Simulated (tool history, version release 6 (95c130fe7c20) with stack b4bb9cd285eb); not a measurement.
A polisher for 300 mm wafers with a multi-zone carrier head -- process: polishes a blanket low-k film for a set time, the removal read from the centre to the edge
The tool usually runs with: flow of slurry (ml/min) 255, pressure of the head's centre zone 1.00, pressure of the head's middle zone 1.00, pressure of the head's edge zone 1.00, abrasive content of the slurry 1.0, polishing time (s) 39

run	day	flow of slurry (ml/min)	pressure of the head's centre zone	pressure of the head's middle zone	pressure of the head's edge zone	abrasive content of the slurry	polishing time (s)	incoming thickness of the incoming film, nm	film removed at the wafer's centre (angstrom)	film removed at mid-radius (angstrom)	film removed at the wafer's edge (angstrom)
1	0.000	255	1.08	1.00	0.95	1.0	39	419.1	164	163	164
2	2.388	255	1.00	1.00	1.00	1.0	39	411.5	150	159	167
# day 2.908: worn pad replaced by a new one
3	3.096	255	1.00	1.00	1.00	1.0	39	408.7	151	162	168
4	3.883	255	1.00	1.00	1.00	1.0	39	414.2	149	162	169
5	4.979	255	1.05	1.00	1.00	1.0	39	413.3	157	165	170
# day 5.292: edge zone pressure recalibrated
6	5.912	255	1.05	1.00	1.00	1.0	39	409.8	156	164	167
# day 6.400: worn pad replaced by a new one
7	7.075	255	1.05	1.00	1.00	1.0	39	413.1	153	166	169
8	8.042	255	1.00	1.00	1.00	1.0	39	402.3	148	160	168
# day 8.388: carrier head's membrane replaced by a new one
# day 8.479: centre zone pressure recalibrated
# day 9.425: worn pad replaced by a new one
9	9.446	320	1.00	1.00	1.00	0.8	39	419.6	159	153	153
10	10.242	255	0.90	1.10	1.00	1.0	39	412.8	155	175	166
# day 10.642: slurry nozzle cleaned
11	11.692	255	0.88	1.00	1.00	1.3	39	407.5	166	184	190
# day 12.983: worn pad replaced by a new one
12	13.004	215	1.00	1.00	1.00	1.0	39	416.1	166	160	167
13	13.608	255	1.00	0.90	1.00	1.0	39	405.8	171	148	169
14	14.917	255	0.93	1.12	1.00	1.0	47	408.7	188	216	203

Run 15 is up next; what results do you expect?
15	15.608	205	0.94	1.08	1.00	1.0	39	402.3	?	?	?

{"run 15": {"film removed at the wafer's centre (angstrom)": 153, "film removed at mid-radius (angstrom)": 169, "film removed at the wafer's edge (angstrom)": 165}}
With no hidden state in the tool, this same run would have given film removed at the wafer's centre (angstrom) 152, film removed at mid-radius (angstrom) 169, film removed at the wafer's edge (angstrom) 165.
